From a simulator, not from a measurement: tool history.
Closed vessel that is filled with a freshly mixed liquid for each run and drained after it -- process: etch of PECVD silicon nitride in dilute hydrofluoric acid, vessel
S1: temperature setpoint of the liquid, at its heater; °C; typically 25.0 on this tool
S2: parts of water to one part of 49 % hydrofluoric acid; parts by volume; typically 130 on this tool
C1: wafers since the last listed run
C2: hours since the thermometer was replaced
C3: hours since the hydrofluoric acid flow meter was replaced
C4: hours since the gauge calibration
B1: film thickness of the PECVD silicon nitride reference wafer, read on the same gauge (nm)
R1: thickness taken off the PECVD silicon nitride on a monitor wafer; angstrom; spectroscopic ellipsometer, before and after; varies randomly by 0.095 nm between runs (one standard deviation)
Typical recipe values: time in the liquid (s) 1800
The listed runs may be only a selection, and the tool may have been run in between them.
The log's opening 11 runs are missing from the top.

Run 12, hour 249.6: usual settings; C1 677; C2 70.4; C3 1469.1; C4 454.5; B1 79.96. Result: R1 243.8 angstrom.
Run 13, hour 268.4: usual settings but time in the liquid (s) 2420; C1 796; C2 89.2; C3 1487.9; C4 473.3; B1 79.99. Result: R1 326.9 angstrom.
Run 14, hour 283.1: usual settings; C1 622; C2 103.9; C3 1502.6; C4 488.0; B1 80.01. Result: R1 242.9 angstrom.
At hour 284.7: hydrofluoric acid flow meter replaced.
Run 15, hour 318.6: usual settings but S2 160 parts by volume; C1 1461; C2 139.4; C3 33.9; C4 523.5; B1 80.00. Result: R1 209.4 angstrom.
Run 16, hour 341.6: usual settings but S2 110 parts by volume; C1 974; C2 162.4; C3 56.9; C4 546.5; B1 80.00. Result: R1 303.4 angstrom.
Run 17, hour 366.1: usual settings; C1 1037; C2 186.9; C3 81.4; C4 571.0; B1 80.01. Result: R1 258.0 angstrom.
Run 18, hour 382.3: usual settings; C1 686; C2 203.1; C3 97.6; C4 587.2; B1 79.97. Result: R1 257.3 angstrom.
Run 19, hour 408.0: usual settings; C1 1088; C2 228.8; C3 123.3; C4 612.9; B1 80.03. Result: R1 255.9 angstrom.
Run 20, hour 431.7: usual settings; C1 1003; C2 252.5; C3 147.0; C4 636.6; B1 80.01. Result: R1 255.0 angstrom.
At hour 457.6: gauge calibrated.
Run 21, hour 458.4: usual settings; C1 1131; C2 279.2; C3 173.7; C4 0.8; B1 80.00. Result: R1 256.4 angstrom.
Run 22, hour 475.4: usual settings but S2 170 parts by volume; C1 720; C2 296.2; C3 190.7; C4 17.8; B1 80.02. Result: R1 195.3 angstrom.
Run 23, hour 492.2: usual settings but S1 28.0 °C, S2 80 parts by volume, time in the liquid (s) 2450; C1 711; C2 313.0; C3 207.5; C4 34.6; B1 80.00. Result: R1 684.9 angstrom.
Run 24, hour 516.5: usual settings but S1 21.5 °C, S2 160 parts by volume, time in the liquid (s) 920; C1 1029; C2 337.3; C3 231.8; C4 58.9; B1 80.01. Result: R1 84.7 angstrom.
Run 25, hour 551.5: usual settings but S1 20.5 °C, S2 85 parts by volume, time in the liquid (s) 1170; C1 1482; C2 372.3; C3 266.8; C4 93.9; B1 80.02. Result: R1 186.3 angstrom.
Run 26, hour 583.6: usual settings; C1 1359; C2 404.4; C3 298.9; C4 126.0; B1 80.03. Result: R1 255.1 angstrom.
Run 27, hour 653.7: usual settings but S1 20.5 °C, S2 95 parts by volume; C1 2969; C2 474.5; C3 369.0; C4 196.1; B1 80.05. Result: R1 256.5 angstrom.
Run 28, hour 679.7: usual settings but S1 20.5 °C, S2 195 parts by volume; C1 1101; C2 500.5; C3 395.0; C4 222.1; B1 80.02. Result: R1 127.2 angstrom.
Run 29, hour 699.9: usual settings but S1 28.5 °C, S2 195 parts by volume, time in the liquid (s) 2475; C1 855; C2 520.7; C3 415.2; C4 242.3; B1 80.01. Result: R1 289.7 angstrom.
Run 30, hour 723.8: usual settings but time in the liquid (s) 2535; C1 1012; C2 544.6; C3 439.1; C4 266.2; B1 79.99. Result: R1 357.2 angstrom.
Run 31, hour 749.9: usual settings but S1 29.5 °C, S2 80 parts by volume, time in the liquid (s) 1410; C1 1105; C2 570.7; C3 465.2; C4 292.3; B1 80.01. Result: R1 430.8 angstrom.
Run 32, hour 777.7: usual settings but S1 27.0 °C, S2 115 parts by volume, time in the liquid (s) 795; C1 1177; C2 598.5; C3 493.0; C4 320.1; B1 79.98. Result: R1 143.8 angstrom.
Run 33, hour 805.0: usual settings but S1 20.5 °C, S2 155 parts by volume, time in the liquid (s) 2360; C1 1156; C2 625.8; C3 520.3; C4 347.4; B1 80.01. Result: R1 209.3 angstrom.

Each row is a separate what-if for the run after 33, all from the same tool condition, not one after another. Results?
Run A, hour 806.1: usual settings; C1 46; C2 626.9; C3 521.4; C4 348.5; B1 ?. Result: R1 ?.
Run B, hour 806.1: usual settings but S1 26.5 °C, S2 195 parts by volume; C1 46; C2 626.9; C3 521.4; C4 348.5; B1 ?. Result: R1 ?.
Run C, hour 806.1: usual settings but S1 28.5 °C, S2 80 parts by volume, time in the liquid (s) 2355; C1 46; C2 626.9; C3 521.4; C4 348.5; B1 ?. Result: R1 ?.

run     B1     R1
  A  79.99  252.9
  B  79.99  185.6
  C  79.99  672.0
Without the tool's unlogged condition, the same runs would have read:
run     R1
  A  258.3
  B  189.6
  C  686.4

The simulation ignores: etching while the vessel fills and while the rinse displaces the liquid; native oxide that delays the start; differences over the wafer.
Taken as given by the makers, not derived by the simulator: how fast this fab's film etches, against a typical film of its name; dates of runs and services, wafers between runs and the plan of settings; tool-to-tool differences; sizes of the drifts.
